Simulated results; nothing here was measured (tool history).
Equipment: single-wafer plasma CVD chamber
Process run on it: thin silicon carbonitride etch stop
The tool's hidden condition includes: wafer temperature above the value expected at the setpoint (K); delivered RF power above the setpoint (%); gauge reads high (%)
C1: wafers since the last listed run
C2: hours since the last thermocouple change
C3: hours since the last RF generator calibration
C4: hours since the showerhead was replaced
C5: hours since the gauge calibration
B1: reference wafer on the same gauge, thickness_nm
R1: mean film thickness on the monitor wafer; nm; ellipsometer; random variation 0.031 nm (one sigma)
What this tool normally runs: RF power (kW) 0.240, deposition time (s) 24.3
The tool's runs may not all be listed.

Run 1, hour 0.0: usual settings but RF power (kW) 0.225; C1 0; C2 813.4; C3 1260.9; C4 2985.5; C5 240.9; B1 13.098. Result: R1 13.860 nm.
Run 2, hour 28.0: usual settings but deposition time (s) 22.1; C1 542; C2 841.4; C3 1288.9; C4 3013.5; C5 268.9; B1 13.105. Result: R1 12.942 nm.
Run 3, hour 58.2: usual settings but deposition time (s) 22.1; C1 585; C2 871.6; C3 1319.1; C4 3043.7; C5 299.1; B1 13.099. Result: R1 13.013 nm.
Run 4, hour 92.0: usual settings but deposition time (s) 22.1; C1 655; C2 905.4; C3 1352.9; C4 3077.5; C5 332.9; B1 13.101. Result: R1 12.946 nm.
Run 5, hour 106.4: usual settings but RF power (kW) 0.210, deposition time (s) 20.9; C1 279; C2 919.8; C3 1367.3; C4 3091.9; C5 347.3; B1 13.100. Result: R1 11.573 nm.
Run 6, hour 126.1: usual settings but RF power (kW) 0.210, deposition time (s) 20.9; C1 381; C2 939.5; C3 1387.0; C4 3111.6; C5 367.0; B1 13.093. Result: R1 11.635 nm.
At hour 194.5: thermocouple changed; heater temperature recalibrated.
Run 7, hour 211.5: usual settings; C1 1500; C2 17.0; C3 1472.4; C4 3197.0; C5 452.4; B1 13.103. Result: R1 14.307 nm.
At hour 217.4: gauge calibrated.
Run 8, hour 242.5: usual settings; C1 600; C2 48.0; C3 1503.4; C4 3228.0; C5 25.1; B1 13.101. Result: R1 14.287 nm.
Run 9, hour 258.9: usual settings; C1 317; C2 64.4; C3 1519.8; C4 3244.4; C5 41.5; B1 13.102. Result: R1 14.276 nm.
Run 10, hour 326.4: usual settings but RF power (kW) 0.215; C1 1308; C2 131.9; C3 1587.3; C4 3311.9; C5 109.0; B1 13.097. Result: R1 13.658 nm.
Run 11, hour 344.3: usual settings but RF power (kW) 0.270, deposition time (s) 22.2; C1 346; C2 149.8; C3 1605.2; C4 3329.8; C5 126.9; B1 13.101. Result: R1 13.636 nm.
At hour 367.2: RF generator calibrated.
Run 12, hour 374.3: usual settings but RF power (kW) 0.210, deposition time (s) 20.9; C1 426; C2 179.8; C3 7.1; C4 3359.8; C5 156.9; B1 13.104. Result: R1 11.969 nm.
Run 13, hour 389.4: usual settings but RF power (kW) 0.220, deposition time (s) 26.8; C1 292; C2 194.9; C3 22.2; C4 3374.9; C5 172.0; B1 13.101. Result: R1 15.604 nm.
Run 14, hour 407.5: usual settings; C1 350; C2 213.0; C3 40.3; C4 3393.0; C5 190.1; B1 13.104. Result: R1 14.674 nm.
At hour 433.3: showerhead replaced.
Run 15, hour 433.8: usual settings but deposition time (s) 27.2; C1 354; C2 239.3; C3 66.6; C4 0.5; C5 216.4; B1 13.097. Result: R1 16.391 nm.
Run 16, hour 443.5: usual settings; C1 187; C2 249.0; C3 76.3; C4 10.2; C5 226.1; B1 13.101. Result: R1 14.681 nm.
Run 17, hour 476.9: usual settings but deposition time (s) 29.1; C1 647; C2 282.4; C3 109.7; C4 43.6; C5 259.5; B1 13.102. Result: R1 17.443 nm.
Run 18, hour 498.0: usual settings but RF power (kW) 0.265, deposition time (s) 28.4; C1 408; C2 303.5; C3 130.8; C4 64.7; C5 280.6; B1 13.100. Result: R1 17.744 nm.
Run 19, hour 529.8: usual settings; C1 616; C2 335.3; C3 162.6; C4 96.5; C5 312.4; B1 13.100. Result: R1 14.614 nm.
Run 20, hour 546.9: usual settings but RF power (kW) 0.220, deposition time (s) 25.6; C1 331; C2 352.4; C3 179.7; C4 113.6; C5 329.5; B1 13.097. Result: R1 14.726 nm.

What if the next run were any one of these 3? Each begins from the tool's condition after run 20:
Run A, hour 547.3: usual settings; C1 7; C2 352.8; C3 180.1; C4 114.0; C5 329.9; B1 ?. Result: R1 ?.
Run B, hour 547.3: usual settings but RF power (kW) 0.220, deposition time (s) 21.2; C1 7; C2 352.8; C3 180.1; C4 114.0; C5 329.9; B1 ?. Result: R1 ?.
Run C, hour 547.3: usual settings but RF power (kW) 0.210; C1 7; C2 352.8; C3 180.1; C4 114.0; C5 329.9; B1 ?. Result: R1 ?.

run      B1      R1
  A  13.105  14.555
  B  13.105  12.247
  C  13.105  13.762
Stripped of hidden state, with their random variation kept, the same runs would have yielded:
run      R1
  A  14.769
  B  12.428
  C  13.965

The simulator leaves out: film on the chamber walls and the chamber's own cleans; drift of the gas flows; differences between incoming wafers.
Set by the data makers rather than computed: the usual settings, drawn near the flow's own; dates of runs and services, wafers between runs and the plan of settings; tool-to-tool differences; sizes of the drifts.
